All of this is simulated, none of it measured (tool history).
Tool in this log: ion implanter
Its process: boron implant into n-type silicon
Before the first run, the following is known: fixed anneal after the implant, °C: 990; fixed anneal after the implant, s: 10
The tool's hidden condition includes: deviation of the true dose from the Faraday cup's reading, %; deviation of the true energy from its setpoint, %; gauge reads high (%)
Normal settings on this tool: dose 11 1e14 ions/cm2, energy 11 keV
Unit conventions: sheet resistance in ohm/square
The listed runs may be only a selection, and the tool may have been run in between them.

run,day,dose,energy,wafers since the last listed run,hours since the last dose calibration,hours since the extraction supply was calibrated,hours since the gauge calibration,"read-back reference wafer on the same gauge, sheet resistance",sheet resistance
1,0,11,11,0,1254.1,5331.9,333.7,144.13,123.65
2,0.567,11,12,325,1267.7,5345.5,347.3,143.99,120.6
3,1.288,13.47,13.5,414,1285,5362.8,364.6,143.94,105.3
4,1.925,13.47,13.5,366,1300.3,5378.1,379.9,144.02,105.02
5,2.825,11,11,517,1321.9,5399.7,401.5,143.98,123.76
6,3.838,11,11,581,1346.2,5424,425.8,144.01,123.49
7,4.4,11,10,323,1359.7,5437.5,439.3,144.02,126.66
8,5.046,11,10,371,1375.2,5453,454.8,144.1,126.81
9,6.188,11,10,656,1402.6,5480.4,482.2,143.95,126.66
10,7.446,11,11,723,1432.8,5510.6,512.4,144.02,123.63
11,7.996,9.14,11,316,1446,5523.8,525.6,144.06,136.75
12,9.262,9.14,11,728,1476.4,5554.2,556,144.03,136.42
13,11.346,11,8,1197,1526.4,5604.2,606,143.9,136.33
14,12.817,11,11,845,1561.7,5639.5,641.3,144.06,122.64
15,14.054,11,11,711,1591.4,5669.2,671,143.91,122.56
16,15.146,12.48,14,627,1617.6,5695.4,697.2,143.92,107.26
17,15.962,9.55,9.5,469,1637.2,5715,716.8,144.01,137.63
18,19.767,11.96,12,2186,1728.5,5806.3,808.1,144.04,114.27
19,20.958,8.52,7.5,684,1757.1,5834.9,836.7,143.96,154.87
20,21.883,9.21,13,531,1779.3,5857.1,858.9,144.05,130.38
# day 23.271: extraction supply calibrated
21,25.679,11,9,1990,1870.4,57.8,950,143.98,129.61
22,26.454,8.21,9,445,1889,76.4,968.6,143.86,149.96

What does the tool deliver on the next run?
# day 27.142: Faraday cup replaced and dose calibrated
23,27.312,11,11,301,4.1,97,989.2,?,?

read-back reference wafer on the same gauge, sheet resistance: 143.9
sheet resistance: 124.55 ohm/square
Had the tool carried no hidden state, the very same run would have given sheet resistance 124.69 ohm/square.
